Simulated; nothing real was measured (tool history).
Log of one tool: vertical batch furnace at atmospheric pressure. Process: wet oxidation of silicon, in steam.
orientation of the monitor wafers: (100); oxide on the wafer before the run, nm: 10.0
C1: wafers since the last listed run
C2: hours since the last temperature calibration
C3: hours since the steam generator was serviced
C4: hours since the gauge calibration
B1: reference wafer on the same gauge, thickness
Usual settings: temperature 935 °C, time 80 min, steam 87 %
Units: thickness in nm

{"run": 1, "hour": 0.0, "temperature": 935, "time": 80, "steam": 84, "C1": 0, "C2": 2927.2, "C3": 1515.1, "C4": 31.5, "B1": 273.61, "thickness": 256.45}
{"run": 2, "hour": 30.2, "temperature": 935, "time": 80, "steam": 84, "C1": 437, "C2": 2957.4, "C3": 1545.3, "C4": 61.7, "B1": 274, "thickness": 257.12}
{"run": 3, "hour": 43.8, "temperature": 935, "time": 80, "steam": 84, "C1": 197, "C2": 2971, "C3": 1558.9, "C4": 75.3, "B1": 273.55, "thickness": 255.78}
{"run": 4, "hour": 56.5, "temperature": 935, "time": 80, "steam": 87, "C1": 184, "C2": 2983.7, "C3": 1571.6, "C4": 88, "B1": 273.98, "thickness": 263.52}
{"run": 5, "hour": 83.3, "temperature": 944, "time": 63, "steam": 87, "C1": 388, "C2": 3010.5, "C3": 1598.4, "C4": 114.8, "B1": 274.32, "thickness": 235.92}
{"run": 6, "hour": 109.8, "temperature": 944, "time": 63, "steam": 87, "C1": 383, "C2": 3037, "C3": 1624.9, "C4": 141.3, "B1": 274.5, "thickness": 241}
{"hour": 144.5, "done": "steam generator serviced"}
{"run": 7, "hour": 145.0, "temperature": 935, "time": 80, "steam": 87, "C1": 162, "C2": 3072.2, "C3": 0.5, "C4": 176.5, "B1": 274.07, "thickness": 265.7}
{"run": 8, "hour": 154.3, "temperature": 910, "time": 80, "steam": 87, "C1": 134, "C2": 3081.5, "C3": 9.8, "C4": 185.8, "B1": 274.08, "thickness": 205.82}
{"run": 9, "hour": 190.8, "temperature": 918, "time": 113.5, "steam": 83, "C1": 528, "C2": 3118, "C3": 46.3, "C4": 222.3, "B1": 273.84, "thickness": 283.29}
{"hour": 195.0, "done": "gauge calibrated"}
{"run": 10, "hour": 222.5, "temperature": 935, "time": 80, "steam": 76, "C1": 459, "C2": 3149.7, "C3": 78, "C4": 27.5, "B1": 274.22, "thickness": 236.59}
{"run": 11, "hour": 246.7, "temperature": 917, "time": 80, "steam": 83, "C1": 350, "C2": 3173.9, "C3": 102.2, "C4": 51.7, "B1": 274.34, "thickness": 212.25}
{"hour": 274.5, "done": "thermocouples replaced and temperature profile calibrated"}
{"run": 12, "hour": 320.9, "temperature": 935, "time": 47, "steam": 87, "C1": 727, "C2": 46.4, "C3": 176.4, "C4": 125.9, "B1": 273.84, "thickness": 171.22}
{"run": 13, "hour": 334.6, "temperature": 956, "time": 101.5, "steam": 95, "C1": 198, "C2": 60.1, "C3": 190.1, "C4": 139.6, "B1": 273.99, "thickness": 406.48}
{"run": 14, "hour": 351.1, "temperature": 935, "time": 80, "steam": 87, "C1": 239, "C2": 76.6, "C3": 206.6, "C4": 156.1, "B1": 273.27, "thickness": 264.59}

How the hidden state differs across the entries between the runs, from the last listed run before each to the first after it:
Between runs 6 and 7: steam generator serviced (hour 144.5)
  no hidden state differs between the two runs
Between runs 9 and 10: gauge calibrated (hour 195)
  no hidden state differs between the two runs
Between runs 11 and 12: thermocouples replaced and temperature profile calibrated (hour 274.5)
  no hidden state differs between the two runs
